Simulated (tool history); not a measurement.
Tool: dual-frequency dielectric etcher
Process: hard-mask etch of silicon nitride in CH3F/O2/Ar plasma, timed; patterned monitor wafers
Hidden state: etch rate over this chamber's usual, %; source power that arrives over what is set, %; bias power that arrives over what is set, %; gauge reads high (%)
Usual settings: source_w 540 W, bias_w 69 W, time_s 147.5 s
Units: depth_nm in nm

run	hour	source_w	bias_w	time_s	wafers since the last listed run	hours since the last wet clean	hours since the last source power generator calibration	hours since the last bias power generator calibration	hours since the last upper electrode change	hours since the gauge calibration	read-back reference wafer on the same gauge, depth_nm	depth_nm
1	0.0	540	69	147.5	0	284.4	1410.8	2887.8	5281.4	348.0	116.0	105.2
2	28.0	540	69	147.5	249	312.4	1438.8	2915.8	5309.4	376.0	116.0	105.3
3	45.5	540	69	147.5	155	329.9	1456.3	2933.3	5326.9	393.5	116.0	105.4
4	62.8	540	69	147.5	154	347.2	1473.6	2950.6	5344.2	410.8	116.0	105.3
5	97.7	540	69	147.5	310	382.1	1508.5	2985.5	5379.1	445.7	116.0	105.5
6	130.2	540	69	147.5	289	414.6	1541.0	3018.0	5411.6	478.2	116.0	106.2
7	164.4	540	69	147.5	304	448.8	1575.2	3052.2	5445.8	512.4	116.0	105.8
8	265.2	540	69	147.5	897	549.6	1676.0	3153.0	5546.6	613.2	116.0	106.2
9	277.6	540	69	147.5	110	562.0	1688.4	3165.4	5559.0	625.6	116.0	106.5
# hour 310.7: wet clean of the chamber
# hour 327.6: upper electrode replaced
10	328.1	540	69	147.5	85	17.4	1738.9	3215.9	0.5	676.1	116.1	104.0
11	330.8	540	69	147.5	24	20.1	1741.6	3218.6	3.2	678.8	116.0	104.0
12	345.1	540	69	147.5	127	34.4	1755.9	3232.9	17.5	693.1	116.1	103.8
# hour 372.6: source power generator calibrated
13	424.7	540	69	147.5	673	114.0	52.1	3312.5	97.1	772.7	116.0	105.4
# hour 438.8: gauge calibrated
14	457.4	540	69	147.5	291	146.7	84.8	3345.2	129.8	18.6	116.0	105.6
15	487.3	440	69	147.5	266	176.6	114.7	3375.1	159.7	48.5	116.0	98.9
16	511.9	540	69	147.5	219	201.2	139.3	3399.7	184.3	73.1	116.0	106.1
# hour 515.9: bias power generator calibrated
17	534.3	460	56	120.5	163	223.6	161.7	18.4	206.7	95.5	116.0	75.6
18	559.6	540	69	172.5	225	248.9	187.0	43.7	232.0	120.8	116.0	123.9
19	584.4	450	58	147.5	220	273.7	211.8	68.5	256.8	145.6	116.0	93.3
20	605.0	540	69	147.5	183	294.3	232.4	89.1	277.4	166.2	116.1	105.7
21	621.5	460	81	184.5	146	310.8	248.9	105.6	293.9	182.7	116.0	133.7
22	654.8	540	69	147.5	296	344.1	282.2	138.9	327.2	216.0	116.0	105.8
23	675.3	410	69	111.0	182	364.6	302.7	159.4	347.7	236.5	116.0	73.0
24	700.4	540	69	147.5	223	389.7	327.8	184.5	372.8	261.6	116.1	106.1
25	725.2	540	69	147.5	220	414.5	352.6	209.3	397.6	286.4	116.0	105.9
26	761.2	540	69	147.5	320	450.5	388.6	245.3	433.6	322.4	116.0	106.0
# hour 804.8: wet clean of the chamber
27	805.3	540	57	174.0	178	0.5	432.7	289.4	477.7	366.5	116.0	114.4
28	809.9	480	52	147.5	40	5.1	437.3	294.0	482.3	371.1	116.1	90.2
29	832.1	420	62	147.5	197	27.3	459.5	316.2	504.5	393.3	116.0	92.2

Forecast each of these 3 alternatives for the next run:
A	832.6	540	69	147.5	4	27.8	460.0	316.7	505.0	393.8	?	?
B	832.6	540	62	147.5	4	27.8	460.0	316.7	505.0	393.8	?	?
C	832.6	580	74	110.5	4	27.8	460.0	316.7	505.0	393.8	?	?

run	read-back reference wafer on the same gauge, depth_nm	depth_nm
A	116.0	103.8
B	116.0	99.8
C	116.0	81.7
Without the tool's hidden state the same runs would have given:
run	depth_nm
A	105.1
B	101.1
C	82.8

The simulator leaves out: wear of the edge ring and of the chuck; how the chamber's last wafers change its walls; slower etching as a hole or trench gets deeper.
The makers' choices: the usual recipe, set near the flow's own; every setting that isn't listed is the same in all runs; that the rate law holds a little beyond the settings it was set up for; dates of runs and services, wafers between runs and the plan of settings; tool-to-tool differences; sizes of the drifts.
